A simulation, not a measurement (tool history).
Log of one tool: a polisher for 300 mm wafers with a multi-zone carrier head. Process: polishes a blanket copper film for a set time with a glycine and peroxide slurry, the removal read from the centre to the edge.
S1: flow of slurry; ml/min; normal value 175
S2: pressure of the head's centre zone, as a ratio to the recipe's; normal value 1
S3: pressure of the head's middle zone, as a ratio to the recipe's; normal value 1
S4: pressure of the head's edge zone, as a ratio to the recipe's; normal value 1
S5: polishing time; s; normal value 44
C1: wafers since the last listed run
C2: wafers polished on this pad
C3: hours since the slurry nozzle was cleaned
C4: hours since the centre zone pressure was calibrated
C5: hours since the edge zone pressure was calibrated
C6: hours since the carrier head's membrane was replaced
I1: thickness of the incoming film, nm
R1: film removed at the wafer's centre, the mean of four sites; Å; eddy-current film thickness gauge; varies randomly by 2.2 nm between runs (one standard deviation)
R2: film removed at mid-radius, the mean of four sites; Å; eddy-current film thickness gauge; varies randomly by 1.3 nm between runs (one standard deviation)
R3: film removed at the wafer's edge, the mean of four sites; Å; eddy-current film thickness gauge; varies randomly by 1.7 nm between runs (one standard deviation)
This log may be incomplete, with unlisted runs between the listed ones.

| run | day | S1 | S2 | S3 | S4 | S5 | C1 | C2 | C3 | C4 | C5 | C6 | I1 | R1 | R2 | R3 |
|---|---|---|---|---|---|---|---|---|---|---|---|---|---|---|---|---|
| 1 | 0 | 200 | 1 | 1 | 1 | 44 | 0 | 1872 | 245 | 959.9 | 1428.8 | 925 | 1373.3 | 1899 | 1870 | 1887 |
| 2 | 0.921 | 200 | 1 | 1 | 1 | 44 | 415 | 2288 | 267.1 | 982 | 1450.9 | 947.1 | 1384.9 | 1824 | 1812 | 1835 |
| 3 | 2.192 | 175 | 1 | 0.93 | 1 | 44 | 573 | 2862 | 297.6 | 1012.5 | 1481.4 | 977.6 | 1394.6 | 1723 | 1666 | 1798 |
| 4 | 2.917 | 145 | 1.06 | 1 | 1 | 44 | 327 | 3189 | 315 | 1029.9 | 1498.8 | 995 | 1384.4 | 1746 | 1664 | 1693 |
|  | 3.854 | worn pad replaced by a new one |
|  | 4.108 | edge zone pressure recalibrated |
| 5 | 4.133 | 145 | 1.06 | 1 | 1 | 44 | 436 | 88 | 344.2 | 1059.1 | 0.6 | 1024.2 | 1364.6 | 1875 | 1788 | 1822 |
| 6 | 5.104 | 140 | 1 | 0.91 | 1 | 44 | 438 | 526 | 367.5 | 1082.4 | 23.9 | 1047.5 | 1382.7 | 1689 | 1628 | 1782 |
| 7 | 6.125 | 175 | 0.94 | 1 | 1 | 44 | 460 | 987 | 392 | 1106.9 | 48.4 | 1072 | 1362.3 | 1736 | 1832 | 1856 |
|  | 7.267 | carrier head's membrane replaced by a new one |
| 8 | 7.288 | 175 | 1.11 | 1 | 1.1 | 44 | 430 | 1418 | 419.9 | 1134.8 | 76.3 | 0.5 | 1378.1 | 1996 | 1823 | 1970 |
| 9 | 8.267 | 175 | 1 | 1 | 1 | 44 | 442 | 1860 | 443.4 | 1158.3 | 99.8 | 24 | 1374.7 | 1819 | 1811 | 1817 |
| 10 | 9.312 | 125 | 1 | 0.94 | 1 | 44 | 472 | 2333 | 468.5 | 1183.4 | 124.9 | 49.1 | 1359.6 | 1583 | 1560 | 1688 |
| 11 | 10.062 | 225 | 0.91 | 1 | 0.94 | 54 | 338 | 2671 | 486.5 | 1201.4 | 142.9 | 67.1 | 1360.4 | 2000 | 2204 | 2167 |
|  | 10.242 | slurry nozzle cleaned |
|  | 10.883 | centre zone pressure recalibrated |
|  | 11.167 | worn pad replaced by a new one |
| 12 | 11.242 | 175 | 0.9 | 1 | 0.92 | 44 | 400 | 33 | 24 | 8.6 | 171.2 | 95.4 | 1394.6 | 1687 | 1859 | 1847 |
| 13 | 12.704 | 175 | 0.9 | 1 | 0.92 | 44 | 660 | 693 | 59.1 | 43.7 | 206.3 | 130.5 | 1400.1 | 1657 | 1857 | 1800 |
| 14 | 13.746 | 175 | 0.94 | 1 | 1 | 44 | 470 | 1164 | 84.1 | 68.7 | 231.3 | 155.5 | 1390 | 1705 | 1831 | 1868 |
| 15 | 14.571 | 175 | 1 | 1 | 1 | 44 | 372 | 1536 | 103.9 | 88.5 | 251.1 | 175.3 | 1372.4 | 1843 | 1831 | 1868 |
| 16 | 15.162 | 175 | 1.08 | 1 | 0.95 | 44 | 267 | 1803 | 118.1 | 102.7 | 265.3 | 189.5 | 1372 | 1913 | 1834 | 1824 |
| 17 | 16.321 | 175 | 0.96 | 1 | 0.88 | 44 | 523 | 2326 | 145.9 | 130.5 | 293.1 | 217.3 | 1375.6 | 1694 | 1763 | 1726 |
| 18 | 17.533 | 175 | 0.91 | 1 | 1 | 44 | 547 | 2874 | 175 | 159.6 | 322.2 | 246.4 | 1376.5 | 1568 | 1754 | 1787 |
|  | 17.85 | worn pad replaced by a new one |
| 19 | 18.842 | 175 | 0.91 | 1 | 0.94 | 44 | 515 | 448 | 206.4 | 191 | 353.6 | 277.8 | 1371 | 1685 | 1821 | 1830 |
| 20 | 20.25 | 175 | 1 | 0.89 | 1 | 57 | 635 | 1084 | 240.2 | 224.8 | 387.4 | 311.6 | 1370.2 | 2371 | 2171 | 2467 |
| 21 | 21.35 | 175 | 0.88 | 1 | 1 | 44 | 496 | 1580 | 266.6 | 251.2 | 413.8 | 338 | 1383.2 | 1600 | 1818 | 1862 |
| 22 | 22.183 | 200 | 1 | 1.07 | 1 | 44 | 376 | 1957 | 286.6 | 271.2 | 433.8 | 358 | 1360.2 | 1852 | 1964 | 1864 |

What differs in the tool's unlogged condition from the final listed run ahead of each entry between runs to the first listed run following it?
Between runs 4 and 5: worn pad replaced by a new one (day 3.854); edge zone pressure recalibrated (day 4.108)
  removal rate lost through wear of the pad, %: 8.41 -> 2.17
  measured minus no-state result, R1: -160 -> -42 Å; R2: -153 -> -39 Å; R3: -155 -> -40 Å
Between runs 7 and 8: carrier head's membrane replaced by a new one (day 7.267)
  removal rate lost through wear of the pad, %: 2.96 -> 4
  measured minus no-state result, R1: -54 -> -84 Å; R2: -56 -> -76 Å; R3: -57 -> -82 Å
Between runs 11 and 12: slurry nozzle cleaned (day 10.242); centre zone pressure recalibrated (day 10.883); worn pad replaced by a new one (day 11.167)
  removal rate lost through wear of the pad, %: 8.17 -> 0.918
  measured minus no-state result, R1: -178 -> -16 Å; R2: -196 -> -17 Å; R3: -193 -> -17 Å
Between runs 18 and 19: worn pad replaced by a new one (day 17.85)
  removal rate lost through wear of the pad, %: 7.24 -> 1.95
  measured minus no-state result, R1: -123 -> -33 Å; R2: -137 -> -36 Å; R3: -140 -> -37 Å
